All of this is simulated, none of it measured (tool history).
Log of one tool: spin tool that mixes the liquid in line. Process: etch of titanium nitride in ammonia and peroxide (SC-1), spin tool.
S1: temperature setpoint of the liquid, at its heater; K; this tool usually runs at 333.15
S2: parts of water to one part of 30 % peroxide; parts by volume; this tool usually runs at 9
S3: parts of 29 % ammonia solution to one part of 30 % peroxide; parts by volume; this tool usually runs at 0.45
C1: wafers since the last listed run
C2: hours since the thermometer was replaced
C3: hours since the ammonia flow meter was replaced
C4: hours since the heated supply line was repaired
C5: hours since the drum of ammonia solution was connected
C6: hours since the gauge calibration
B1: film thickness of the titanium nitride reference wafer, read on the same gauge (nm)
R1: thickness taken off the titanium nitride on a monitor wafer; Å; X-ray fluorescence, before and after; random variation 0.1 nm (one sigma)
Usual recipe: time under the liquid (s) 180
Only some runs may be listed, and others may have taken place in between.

{"run": 1, "hour": 0.0, "S1": 333.15, "S2": 11.5, "S3": 0.45, "time under the liquid (s)": 180, "C1": 0, "C2": 988.9, "C3": 736.3, "C4": 1355.7, "C5": 221.9, "C6": 1635.3, "B1": 109.96, "R1": 95.9}
{"hour": 39.3, "done": "heated supply line repaired"}
{"run": 2, "hour": 45.5, "S1": 333.15, "S2": 9, "S3": 0.45, "time under the liquid (s)": 180, "C1": 374, "C2": 1034.4, "C3": 781.8, "C4": 6.2, "C5": 267.4, "C6": 1680.8, "B1": 109.99, "R1": 121.8}
{"run": 3, "hour": 137.9, "S1": 333.15, "S2": 9, "S3": 0.45, "time under the liquid (s)": 180, "C1": 778, "C2": 1126.8, "C3": 874.2, "C4": 98.6, "C5": 359.8, "C6": 1773.2, "B1": 110.01, "R1": 120.8}
{"run": 4, "hour": 201.1, "S1": 333.15, "S2": 9, "S3": 0.45, "time under the liquid (s)": 180, "C1": 532, "C2": 1190, "C3": 937.4, "C4": 161.8, "C5": 423, "C6": 1836.4, "B1": 109.96, "R1": 119.4}
{"run": 5, "hour": 239.6, "S1": 333.15, "S2": 9, "S3": 0.45, "time under the liquid (s)": 180, "C1": 324, "C2": 1228.5, "C3": 975.9, "C4": 200.3, "C5": 461.5, "C6": 1874.9, "B1": 109.96, "R1": 119.8}
{"hour": 261.3, "done": "thermometer replaced"}
{"run": 6, "hour": 295.8, "S1": 333.15, "S2": 9, "S3": 0.45, "time under the liquid (s)": 180, "C1": 464, "C2": 34.5, "C3": 1032.1, "C4": 256.5, "C5": 517.7, "C6": 1931.1, "B1": 109.98, "R1": 118.2}
{"run": 7, "hour": 372.3, "S1": 333.15, "S2": 9, "S3": 0.45, "time under the liquid (s)": 215, "C1": 644, "C2": 111, "C3": 1108.6, "C4": 333, "C5": 594.2, "C6": 2007.6, "B1": 109.99, "R1": 142.6}
{"hour": 390.7, "done": "new drum of ammonia solution connected"}
{"run": 8, "hour": 417.5, "S1": 341.15, "S2": 6.5, "S3": 0.6, "time under the liquid (s)": 240, "C1": 372, "C2": 156.2, "C3": 1153.8, "C4": 378.2, "C5": 26.8, "C6": 2052.8, "B1": 109.99, "R1": 322.3}
{"run": 9, "hour": 484.4, "S1": 333.15, "S2": 9, "S3": 0.45, "time under the liquid (s)": 180, "C1": 563, "C2": 223.1, "C3": 1220.7, "C4": 445.1, "C5": 93.7, "C6": 2119.7, "B1": 109.99, "R1": 117.8}
{"run": 10, "hour": 555.3, "S1": 333.15, "S2": 9, "S3": 0.45, "time under the liquid (s)": 180, "C1": 597, "C2": 294, "C3": 1291.6, "C4": 516, "C5": 164.6, "C6": 2190.6, "B1": 110, "R1": 117}
{"run": 11, "hour": 822.9, "S1": 333.15, "S2": 9, "S3": 0.45, "time under the liquid (s)": 180, "C1": 2253, "C2": 561.6, "C3": 1559.2, "C4": 783.6, "C5": 432.2, "C6": 2458.2, "B1": 110.01, "R1": 113.3}
{"hour": 840.7, "done": "ammonia flow meter replaced"}
{"hour": 896.1, "done": "new drum of ammonia solution connected"}
{"run": 12, "hour": 901.6, "S1": 333.15, "S2": 9, "S3": 0.45, "time under the liquid (s)": 180, "C1": 645, "C2": 640.3, "C3": 60.9, "C4": 862.3, "C5": 5.5, "C6": 2536.9, "B1": 109.99, "R1": 113.3}
{"run": 13, "hour": 957.2, "S1": 333.15, "S2": 12, "S3": 0.3, "time under the liquid (s)": 180, "C1": 468, "C2": 695.9, "C3": 116.5, "C4": 917.9, "C5": 61.1, "C6": 2592.5, "B1": 109.98, "R1": 90.8}
{"run": 14, "hour": 1062.5, "S1": 333.15, "S2": 9, "S3": 0.45, "time under the liquid (s)": 180, "C1": 886, "C2": 801.2, "C3": 221.8, "C4": 1023.2, "C5": 166.4, "C6": 2697.8, "B1": 110.01, "R1": 110.8}
{"run": 15, "hour": 1099.9, "S1": 341.65, "S2": 9, "S3": 0.65, "time under the liquid (s)": 105, "C1": 314, "C2": 838.6, "C3": 259.2, "C4": 1060.6, "C5": 203.8, "C6": 2735.2, "B1": 109.99, "R1": 119.9}
{"hour": 1166.1, "done": "gauge calibrated"}
{"run": 16, "hour": 1205.8, "S1": 333.15, "S2": 9, "S3": 0.45, "time under the liquid (s)": 180, "C1": 891, "C2": 944.5, "C3": 365.1, "C4": 1166.5, "C5": 309.7, "C6": 39.7, "B1": 110, "R1": 112.6}
{"run": 17, "hour": 1266.0, "S1": 333.15, "S2": 7, "S3": 0.45, "time under the liquid (s)": 120, "C1": 507, "C2": 1004.7, "C3": 425.3, "C4": 1226.7, "C5": 369.9, "C6": 99.9, "B1": 110.01, "R1": 82.2}
{"hour": 1313.8, "done": "heated supply line repaired"}
{"run": 18, "hour": 1368.4, "S1": 333.15, "S2": 13, "S3": 0.35, "time under the liquid (s)": 220, "C1": 853, "C2": 1107.1, "C3": 527.7, "C4": 54.6, "C5": 472.3, "C6": 202.3, "B1": 110.03, "R1": 115.2}
{"hour": 1418.5, "done": "thermometer replaced"}
{"run": 19, "hour": 1436.0, "S1": 328.15, "S2": 9, "S3": 0.45, "time under the liquid (s)": 105, "C1": 560, "C2": 17.5, "C3": 595.3, "C4": 122.2, "C5": 539.9, "C6": 269.9, "B1": 109.99, "R1": 50.1}
{"hour": 1522.8, "done": "new drum of ammonia solution connected"}
{"run": 20, "hour": 1534.5, "S1": 333.15, "S2": 9, "S3": 0.45, "time under the liquid (s)": 180, "C1": 821, "C2": 116, "C3": 693.8, "C4": 220.7, "C5": 11.7, "C6": 368.4, "B1": 109.97, "R1": 120}
{"run": 21, "hour": 1591.1, "S1": 333.15, "S2": 9, "S3": 0.6, "time under the liquid (s)": 180, "C1": 476, "C2": 172.6, "C3": 750.4, "C4": 277.3, "C5": 68.3, "C6": 425, "B1": 110.01, "R1": 125}
{"run": 22, "hour": 1683.2, "S1": 333.15, "S2": 10.5, "S3": 0.35, "time under the liquid (s)": 180, "C1": 775, "C2": 264.7, "C3": 842.5, "C4": 369.4, "C5": 160.4, "C6": 517.1, "B1": 110.02, "R1": 103.2}
{"run": 23, "hour": 1884.6, "S1": 340.65, "S2": 12, "S3": 0.55, "time under the liquid (s)": 245, "C1": 1696, "C2": 466.1, "C3": 1043.9, "C4": 570.8, "C5": 361.8, "C6": 718.5, "B1": 110, "R1": 225.7}
{"run": 24, "hour": 1967.4, "S1": 333.15, "S2": 9, "S3": 0.45, "time under the liquid (s)": 180, "C1": 697, "C2": 548.9, "C3": 1126.7, "C4": 653.6, "C5": 444.6, "C6": 801.3, "B1": 110, "R1": 114.8}

Forecast each of these 4 alternatives for the next run:
{"run": "A", "hour": 1967.9, "S1": 333.15, "S2": 9, "S3": 0.35, "time under the liquid (s)": 180, "C1": 4, "C2": 549.4, "C3": 1127.2, "C4": 654.1, "C5": 445.1, "C6": 801.8, "B1": "?", "R1": "?"}
{"run": "B", "hour": 1967.9, "S1": 339.65, "S2": 5, "S3": 0.45, "time under the liquid (s)": 120, "C1": 4, "C2": 549.4, "C3": 1127.2, "C4": 654.1, "C5": 445.1, "C6": 801.8, "B1": "?", "R1": "?"}
{"run": "C", "hour": 1967.9, "S1": 333.15, "S2": 9, "S3": 0.3, "time under the liquid (s)": 90, "C1": 4, "C2": 549.4, "C3": 1127.2, "C4": 654.1, "C5": 445.1, "C6": 801.8, "B1": "?", "R1": "?"}
{"run": "D", "hour": 1967.9, "S1": 335.65, "S2": 5, "S3": 0.45, "time under the liquid (s)": 180, "C1": 4, "C2": 549.4, "C3": 1127.2, "C4": 654.1, "C5": 445.1, "C6": 801.8, "B1": "?", "R1": "?"}

run=A B1=109.99 R1=108.8
run=B B1=109.99 R1=154.2
run=C B1=109.99 R1=52.9
run=D B1=109.99 R1=179
With the hidden condition removed and each run's random variation left untouched, the same runs would have given:
run=A R1=115.6
run=B R1=163.5
run=C R1=56.2
run=D R1=189.9
